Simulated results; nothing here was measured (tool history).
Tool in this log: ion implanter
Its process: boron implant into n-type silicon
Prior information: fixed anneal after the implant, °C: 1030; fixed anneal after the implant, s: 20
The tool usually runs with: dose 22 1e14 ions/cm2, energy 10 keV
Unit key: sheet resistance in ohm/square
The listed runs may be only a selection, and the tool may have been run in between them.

run	hour	dose	energy	read-back reference wafer on the same gauge, sheet resistance	sheet resistance
1	0	22	10	91.56	95.38
# hour 69.5: Faraday cup replaced and dose calibrated
2	88.1	22	10	91.93	95.45
3	190.7	22	10	92	95.84
4	231.2	22	10	92.08	96.64
5	285.7	22	11.5	91.9	89.76
6	364.9	22	11.5	92.48	90.28
7	456.4	22	10	92.25	95.31
8	501.8	22	10	92.48	96.41
9	589.4	20.07	10	92.66	99.12
10	649	20.07	10	92.66	99.03
11	695.9	20.07	10	92.94	99.26
12	743.4	23.51	11.5	92.9	88.09
13	781.9	23.51	11.5	93.15	88.63
14	887.3	23.51	11.5	93.07	88.22
15	945.9	22	10	92.97	95.84
16	1013.9	22	10	93.24	96.73
17	1107.4	22	10	93.23	97.61
18	1183.7	18.07	10	93.23	102.73
19	1245.7	25.22	10	93.04	94.54
# hour 1289.4: extraction supply calibrated
20	1318.5	15.89	10	93.49	107.62
21	1397.6	16.99	12	93.38	99.74

For run 22, what comes out?
22	1451.3	15.4	11.5	?	?

Run 22 gave read-back reference wafer on the same gauge, sheet resistance 93.34, sheet resistance 105.8 ohm/square.
If the tool had no hidden condition, the same run with the same run-to-run variation would have returned sheet resistance 100.68 ohm/square.

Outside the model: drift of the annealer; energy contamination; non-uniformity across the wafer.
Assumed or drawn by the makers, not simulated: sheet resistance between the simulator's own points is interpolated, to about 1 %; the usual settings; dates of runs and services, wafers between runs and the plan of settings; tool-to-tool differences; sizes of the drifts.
